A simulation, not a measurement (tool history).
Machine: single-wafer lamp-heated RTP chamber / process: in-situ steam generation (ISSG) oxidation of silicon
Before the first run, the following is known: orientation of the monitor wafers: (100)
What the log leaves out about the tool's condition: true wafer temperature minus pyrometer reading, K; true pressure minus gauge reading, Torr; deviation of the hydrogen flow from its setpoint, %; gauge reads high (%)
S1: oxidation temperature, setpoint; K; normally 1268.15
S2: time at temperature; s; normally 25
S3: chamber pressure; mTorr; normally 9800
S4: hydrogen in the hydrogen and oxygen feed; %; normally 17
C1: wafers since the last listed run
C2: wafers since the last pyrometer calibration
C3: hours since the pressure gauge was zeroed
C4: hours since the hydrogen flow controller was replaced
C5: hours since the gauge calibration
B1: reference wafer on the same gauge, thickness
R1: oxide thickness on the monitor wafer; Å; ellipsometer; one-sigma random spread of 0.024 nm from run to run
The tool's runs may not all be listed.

run   hour       S1  S2     S3  S4   C1    C2      C3      C4     C5     B1     R1
  1    0.0  1268.15  25   9800  13    0  5710  1952.7  4054.0  279.2  4.730  50.75
  2   58.9  1268.15  25   9800  13  462  6172  2011.6  4112.9  338.1  4.738  50.65
  3   83.8  1268.15  25   9800  13  195  6367  2036.5  4137.8  363.0  4.727  50.83
     109.5  -- gauge calibrated
  4  174.6  1256.15  25   9800  17  712  7080  2127.3  4228.6   65.1  4.721  51.39
     198.2  -- hydrogen flow controller replaced
  5  201.7  1256.15  25   9800  17  149  7230  2154.4     3.5   92.2  4.735  51.02
     232.5  -- pressure gauge zeroed
  6  246.0  1256.15  25   9800  17  284  7515    13.5    47.8  136.5  4.726  51.61
  7  282.1  1268.15  25   9800  17  283  7798    49.6    83.9  172.6  4.729  53.65
     342.0  -- pyrometer window cleaned and pyrometer calibrated
  8  351.4  1255.15  20   9800  17  481    73   118.9   153.2  241.9  4.724  44.67
  9  419.6  1253.15  31  10200  11  535   609   187.1   221.4  310.1  4.727  49.76
     435.6  -- gauge calibrated
 10  457.5  1268.15  19  10200  11  297   906   225.0   259.3   21.9  4.737  41.88
 11  489.7  1268.15  25   9100  13  252  1159   257.2   291.5   54.1  4.730  50.79
 12  541.2  1268.15  25   9800  21  404  1563   308.7   343.0  105.6  4.727  54.61
 13  581.2  1268.15  25   9800  21  313  1877   348.7   383.0  145.6  4.732  55.05
 14  614.8  1268.15  25   8800  17  263  2141   382.3   416.6  179.2  4.722  52.95

Consider 4 possible next runs. They are alternatives, not a sequence: every one starts from the tool as it was left by run 14. What does each give?
  A  615.2  1268.15  25  9300  17   3  2144  382.7  417.0  179.6   ?   ?
  B  615.2  1268.15  30  9800  17   3  2144  382.7  417.0  179.6   ?   ?
  C  615.2  1268.15  22  9800  17   3  2144  382.7  417.0  179.6   ?   ?
  D  615.2  1268.15  34  9800  17   3  2144  382.7  417.0  179.6   ?   ?

run     B1     R1
  A  4.732  53.16
  B  4.732  57.80
  C  4.732  49.63
  D  4.732  61.63
Take away the tool's hidden state, keep each run's random variation, and the runs would have read:
run     R1
  A  52.33
  B  56.87
  C  48.88
  D  60.60

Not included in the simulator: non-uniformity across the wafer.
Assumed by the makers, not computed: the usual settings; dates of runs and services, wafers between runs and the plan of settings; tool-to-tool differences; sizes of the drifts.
